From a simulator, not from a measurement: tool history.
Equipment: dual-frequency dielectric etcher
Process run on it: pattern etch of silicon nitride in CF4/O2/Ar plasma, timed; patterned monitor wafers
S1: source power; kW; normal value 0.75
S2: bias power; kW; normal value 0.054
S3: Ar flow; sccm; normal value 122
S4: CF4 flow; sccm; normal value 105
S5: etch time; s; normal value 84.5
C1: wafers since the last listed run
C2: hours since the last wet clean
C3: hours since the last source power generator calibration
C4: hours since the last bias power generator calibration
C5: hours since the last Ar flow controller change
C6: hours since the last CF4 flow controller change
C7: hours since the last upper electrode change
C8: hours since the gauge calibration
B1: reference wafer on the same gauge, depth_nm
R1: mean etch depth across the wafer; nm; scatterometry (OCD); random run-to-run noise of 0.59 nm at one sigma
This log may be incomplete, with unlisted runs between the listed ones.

run	hour	S1	S2	S3	S4	S5	C1	C2	C3	C4	C5	C6	C7	C8	B1	R1
1	0	0.75	0.054	122	105	84.5	0	90.6	90	1481.6	1469.1	115.9	64.4	322.3	225	239
2	10.4	0.75	0.054	122	105	84.5	146	101	100.4	1492	1479.5	126.3	74.8	332.7	225.2	238.5
3	23.2	0.75	0.046	103	105	84.5	179	113.8	113.2	1504.8	1492.3	139.1	87.6	345.5	225	229.7
4	40.2	0.85	0.047	122	105	84.5	238	130.8	130.2	1521.8	1509.3	156.1	104.6	362.5	224.9	248.7
# hour 58.1: Ar flow controller replaced
5	58.6	0.6	0.049	138	85	84.5	174	149.2	148.6	1540.2	0.5	174.5	123	380.9	224.9	191.8
6	67.4	0.85	0.054	101	114	104.5	123	158	157.4	1549	9.3	183.3	131.8	389.7	225	330
# hour 75.7: gauge calibrated
7	79.6	0.69	0.054	150	123	63	171	170.2	169.6	1561.2	21.5	195.5	144	3.9	225	166.8
8	98.8	0.75	0.054	144	105	84.5	269	189.4	188.8	1580.4	40.7	214.7	163.2	23.1	225	233.7
# hour 112: bias power generator calibrated
9	113.1	0.75	0.049	95	105	84.5	144	203.7	203.1	1.1	55	229	177.5	37.4	225	234.6
10	123.9	0.75	0.048	95	105	84.5	151	214.5	213.9	11.9	65.8	239.8	188.3	48.2	224.9	232.6
11	173.4	0.62	0.054	150	82	60.5	695	264	263.4	61.4	115.3	289.3	237.8	97.7	224.9	143.2
12	185	0.75	0.054	122	105	84.5	162	275.6	275	73	126.9	300.9	249.4	109.3	225	236.6
13	195.8	0.75	0.054	122	130	72.5	151	286.4	285.8	83.8	137.7	311.7	260.2	120.1	225	207.6
14	208.4	0.83	0.05	103	105	97	177	299	298.4	96.4	150.3	324.3	272.8	132.7	225.1	287.5
15	219.7	0.75	0.059	122	126	75	158	310.3	309.7	107.7	161.6	335.6	284.1	144	225.1	220.4
16	228.2	0.75	0.054	122	105	84.5	119	318.8	318.2	116.2	170.1	344.1	292.6	152.5	225.1	236.8
17	241.2	0.75	0.063	104	105	84.5	182	331.8	331.2	129.2	183.1	357.1	305.6	165.5	225	252.8
18	253.6	0.65	0.054	122	105	105	174	344.2	343.6	141.6	195.5	369.5	318	177.9	225.1	265.5

Run 19 is up next; what results do you expect?
19	267.9	0.75	0.054	122	113	84.5	200	358.5	357.9	155.9	209.8	383.8	332.3	192.2	?	?

Logged for run 19: B1 225.1, R1 236.8 nm.
Had the tool carried no hidden state, the very same run would have given R1 239.4 nm.
